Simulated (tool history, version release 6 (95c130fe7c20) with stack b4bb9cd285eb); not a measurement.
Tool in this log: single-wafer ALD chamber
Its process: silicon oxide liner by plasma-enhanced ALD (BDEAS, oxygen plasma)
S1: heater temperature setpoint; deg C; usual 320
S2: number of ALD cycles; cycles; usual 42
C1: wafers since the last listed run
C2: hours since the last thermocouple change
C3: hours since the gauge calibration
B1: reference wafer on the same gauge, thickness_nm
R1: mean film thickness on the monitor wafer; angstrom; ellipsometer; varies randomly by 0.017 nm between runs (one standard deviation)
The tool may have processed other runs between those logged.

run 1 day=0 | S1=320 S2=42 | C1=0 C2=1516.1 C3=447.2 | B1=3.599 | R1=35.82
run 2 day=2.717 | S1=320 S2=42 | C1=502 C2=1581.3 C3=512.4 | B1=3.6 | R1=35.82
run 3 day=4.746 | S1=320 S2=42 | C1=375 C2=1630 C3=561.1 | B1=3.598 | R1=35.65
run 4 day=6.612 | S1=320 S2=42 | C1=345 C2=1674.8 C3=605.9 | B1=3.576 | R1=35.88
run 5 day=10.604 | S1=320 S2=42 | C1=738 C2=1770.6 C3=701.7 | B1=3.568 | R1=35.34
run 6 day=14.988 | S1=320 S2=42 | C1=811 C2=1875.8 C3=806.9 | B1=3.547 | R1=35.42
-- day=16.458 thermocouple changed; heater temperature recalibrated
run 7 day=18.65 | S1=320 S2=42 | C1=616 C2=52.6 C3=894.8 | B1=3.533 | R1=35.05
run 8 day=22.021 | S1=317 S2=42 | C1=623 C2=133.5 C3=975.7 | B1=3.527 | R1=35.22
run 9 day=23.912 | S1=333 S2=34 | C1=350 C2=178.9 C3=1021.1 | B1=3.531 | R1=27.78
run 10 day=26.996 | S1=334 S2=39 | C1=570 C2=252.9 C3=1095.1 | B1=3.509 | R1=31.86

Run 11 has not been measured yet. What should we expect?
run 11 day=29.354 | S1=320 S2=42 | C1=436 C2=309.5 C3=1151.7 | B1=? | R1=?

For run 11 the tool returned B1 3.503, R1 35.13 angstrom.
If the tool had no hidden condition, the same run with the same run-to-run variation would have returned R1 36.62 angstrom.
